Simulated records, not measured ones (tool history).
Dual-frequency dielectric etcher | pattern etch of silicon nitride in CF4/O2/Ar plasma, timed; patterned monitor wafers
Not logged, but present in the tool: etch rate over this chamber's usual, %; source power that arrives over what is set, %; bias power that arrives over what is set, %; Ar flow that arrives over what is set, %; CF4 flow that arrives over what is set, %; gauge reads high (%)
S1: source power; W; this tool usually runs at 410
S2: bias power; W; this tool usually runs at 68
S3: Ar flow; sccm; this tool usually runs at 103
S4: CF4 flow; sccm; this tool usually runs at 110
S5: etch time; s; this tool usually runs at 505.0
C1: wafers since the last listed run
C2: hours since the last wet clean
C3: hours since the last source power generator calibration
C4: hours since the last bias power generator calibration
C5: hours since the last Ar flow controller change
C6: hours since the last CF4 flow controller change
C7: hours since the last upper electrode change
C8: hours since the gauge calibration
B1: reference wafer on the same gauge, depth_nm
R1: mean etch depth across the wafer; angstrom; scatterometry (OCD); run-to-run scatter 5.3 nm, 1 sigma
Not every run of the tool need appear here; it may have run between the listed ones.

run 1 hour=0.0 | S1=410 S2=68 S3=103 S4=110 S5=505.0 | C1=0 C2=79.7 C3=34.3 C4=5119.0 C5=6257.7 C6=4712.3 C7=4565.6 C8=133.2 | B1=1043.4 | R1=9161
run 2 hour=28.7 | S1=440 S2=68 S3=103 S4=96 S5=505.0 | C1=135 C2=108.4 C3=63.0 C4=5147.7 C5=6286.4 C6=4741.0 C7=4594.3 C8=161.9 | B1=1043.6 | R1=9718
run 3 hour=41.2 | S1=410 S2=84 S3=112 S4=137 S5=505.0 | C1=59 C2=120.9 C3=75.5 C4=5160.2 C5=6298.9 C6=4753.5 C7=4606.8 C8=174.4 | B1=1043.3 | R1=10424
-- hour=55.5 CF4 flow controller replaced
run 4 hour=69.8 | S1=510 S2=63 S3=103 S4=122 S5=639.5 | C1=106 C2=149.5 C3=104.1 C4=5188.8 C5=6327.5 C6=14.3 C7=4635.4 C8=203.0 | B1=1043.8 | R1=13999
-- hour=90.0 Ar flow controller replaced
run 5 hour=90.5 | S1=410 S2=81 S3=103 S4=110 S5=549.0 | C1=69 C2=170.2 C3=124.8 C4=5209.5 C5=0.5 C6=35.0 C7=4656.1 C8=223.7 | B1=1042.6 | R1=10840
run 6 hour=121.4 | S1=410 S2=68 S3=103 S4=102 S5=637.5 | C1=145 C2=201.1 C3=155.7 C4=5240.4 C5=31.4 C6=65.9 C7=4687.0 C8=254.6 | B1=1043.9 | R1=11386
run 7 hour=162.9 | S1=410 S2=68 S3=103 S4=119 S5=505.0 | C1=195 C2=242.6 C3=197.2 C4=5281.9 C5=72.9 C6=107.4 C7=4728.5 C8=296.1 | B1=1043.8 | R1=9154
run 8 hour=175.6 | S1=410 S2=54 S3=103 S4=138 S5=505.0 | C1=59 C2=255.3 C3=209.9 C4=5294.6 C5=85.6 C6=120.1 C7=4741.2 C8=308.8 | B1=1044.9 | R1=8141
run 9 hour=198.0 | S1=410 S2=68 S3=92 S4=100 S5=505.0 | C1=105 C2=277.7 C3=232.3 C4=5317.0 C5=108.0 C6=142.5 C7=4763.6 C8=331.2 | B1=1045.4 | R1=8996
run 10 hour=227.2 | S1=410 S2=68 S3=93 S4=110 S5=382.5 | C1=137 C2=306.9 C3=261.5 C4=5346.2 C5=137.2 C6=171.7 C7=4792.8 C8=360.4 | B1=1044.0 | R1=6914
run 11 hour=251.8 | S1=410 S2=68 S3=103 S4=110 S5=365.5 | C1=116 C2=331.5 C3=286.1 C4=5370.8 C5=161.8 C6=196.3 C7=4817.4 C8=385.0 | B1=1044.8 | R1=6539
-- hour=289.8 bias power generator calibrated
-- hour=290.6 upper electrode replaced
run 12 hour=291.1 | S1=410 S2=80 S3=103 S4=122 S5=505.0 | C1=162 C2=370.8 C3=325.4 C4=1.3 C5=201.1 C6=235.6 C7=0.5 C8=424.3 | B1=1042.6 | R1=9856
run 13 hour=310.2 | S1=410 S2=68 S3=103 S4=110 S5=505.0 | C1=90 C2=389.9 C3=344.5 C4=20.4 C5=220.2 C6=254.7 C7=19.6 C8=443.4 | B1=1043.3 | R1=8929
run 14 hour=332.7 | S1=410 S2=68 S3=103 S4=110 S5=505.0 | C1=106 C2=412.4 C3=367.0 C4=42.9 C5=242.7 C6=277.2 C7=42.1 C8=465.9 | B1=1042.2 | R1=8906
run 15 hour=349.2 | S1=410 S2=81 S3=90 S4=110 S5=505.0 | C1=77 C2=428.9 C3=383.5 C4=59.4 C5=259.2 C6=293.7 C7=58.6 C8=482.4 | B1=1042.4 | R1=9922
run 16 hour=376.4 | S1=460 S2=83 S3=103 S4=110 S5=505.0 | C1=128 C2=456.1 C3=410.7 C4=86.6 C5=286.4 C6=320.9 C7=85.8 C8=509.6 | B1=1044.7 | R1=11149
run 17 hour=403.0 | S1=410 S2=68 S3=103 S4=110 S5=505.0 | C1=125 C2=482.7 C3=437.3 C4=113.2 C5=313.0 C6=347.5 C7=112.4 C8=536.2 | B1=1043.9 | R1=8812
-- hour=459.5 wet clean of the chamber
run 18 hour=460.0 | S1=440 S2=68 S3=103 S4=93 S5=627.0 | C1=155 C2=0.5 C3=494.3 C4=170.2 C5=370.0 C6=404.5 C7=169.4 C8=593.2 | B1=1042.2 | R1=12415
run 19 hour=460.5 | S1=360 S2=55 S3=103 S4=110 S5=505.0 | C1=2 C2=1.0 C3=494.8 C4=170.7 C5=370.5 C6=405.0 C7=169.9 C8=593.7 | B1=1044.0 | R1=7355
run 20 hour=472.7 | S1=370 S2=68 S3=103 S4=128 S5=596.5 | C1=57 C2=13.2 C3=507.0 C4=182.9 C5=382.7 C6=417.2 C7=182.1 C8=605.9 | B1=1045.3 | R1=10038
run 21 hour=499.3 | S1=410 S2=53 S3=103 S4=90 S5=404.0 | C1=125 C2=39.8 C3=533.6 C4=209.5 C5=409.3 C6=443.8 C7=208.7 C8=632.5 | B1=1045.6 | R1=6312

Each row is a separate what-if for the run after 21, all from the same tool condition, not one after another. Results?
run A hour=499.9 | S1=410 S2=68 S3=103 S4=110 S5=632.0 | C1=2 C2=40.4 C3=534.2 C4=210.1 C5=409.9 C6=444.4 C7=209.3 C8=633.1 | B1=? | R1=?
run B hour=499.9 | S1=410 S2=68 S3=122 S4=97 S5=377.0 | C1=2 C2=40.4 C3=534.2 C4=210.1 C5=409.9 C6=444.4 C7=209.3 C8=633.1 | B1=? | R1=?
run C hour=499.9 | S1=480 S2=68 S3=103 S4=110 S5=381.5 | C1=2 C2=40.4 C3=534.2 C4=210.1 C5=409.9 C6=444.4 C7=209.3 C8=633.1 | B1=? | R1=?
run D hour=499.9 | S1=340 S2=68 S3=119 S4=119 S5=505.0 | C1=2 C2=40.4 C3=534.2 C4=210.1 C5=409.9 C6=444.4 C7=209.3 C8=633.1 | B1=? | R1=?

run=A B1=1044.0 R1=11704
run=B B1=1044.0 R1=6789
run=C B1=1044.0 R1=8260
run=D B1=1044.0 R1=7684
Had the tool no hidden state, the same runs would have come out as:
run=A R1=11738
run=B R1=6809
run=C R1=8285
run=D R1=7707

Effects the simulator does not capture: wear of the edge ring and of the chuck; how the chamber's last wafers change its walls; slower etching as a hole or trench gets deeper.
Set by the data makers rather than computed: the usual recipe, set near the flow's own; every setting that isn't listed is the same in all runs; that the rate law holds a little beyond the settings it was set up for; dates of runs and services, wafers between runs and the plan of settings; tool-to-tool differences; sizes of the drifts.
